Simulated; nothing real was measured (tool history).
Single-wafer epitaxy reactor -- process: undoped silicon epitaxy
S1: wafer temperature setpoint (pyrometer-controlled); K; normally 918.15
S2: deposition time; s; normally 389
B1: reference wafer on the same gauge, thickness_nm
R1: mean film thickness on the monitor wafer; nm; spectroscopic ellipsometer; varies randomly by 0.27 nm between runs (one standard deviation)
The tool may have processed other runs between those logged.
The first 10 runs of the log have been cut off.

run	day	S1	S2	B1	R1
11	32.100	918.15	389	46.790	51.839
12	33.667	918.15	389	46.826	51.798
# day 34.417: gauge calibrated
13	35.783	918.15	414	46.797	55.016
# day 37.300: pyrometer calibrated
14	39.188	918.15	414	46.777	59.764
15	43.250	918.15	414	46.813	59.452
16	47.292	918.15	389	46.773	55.055
17	49.017	913.15	459	46.827	58.525
18	51.162	930.15	410	46.785	77.711
19	54.446	905.15	389	46.772	40.052
20	58.746	918.15	420	46.784	59.770
21	62.933	925.15	318	46.774	53.005
22	66.117	918.15	389	46.796	55.357
23	68.725	928.15	330	46.804	58.812
24	70.583	909.15	334	46.812	37.921
25	73.779	910.15	417	46.814	48.424
26	76.429	918.15	389	46.791	54.551
27	79.625	918.15	389	46.812	54.753
28	83.375	932.15	389	46.799	75.910
29	85.179	907.15	343	46.811	36.612
30	88.588	907.15	325	46.817	34.889

What if the next run were any one of these 4? Each begins from the tool's condition after run 30:
A	88.608	926.15	389	?	?
B	88.608	929.15	429	?	?
C	88.608	908.15	326	?	?
D	88.608	910.15	334	?	?

run	B1	R1
A	46.804	65.627
B	46.804	77.642
C	46.804	35.702
D	46.804	38.412
Without the tool's hidden state the same runs would have given:
run	R1
A	67.498
B	79.840
C	36.765
D	39.550
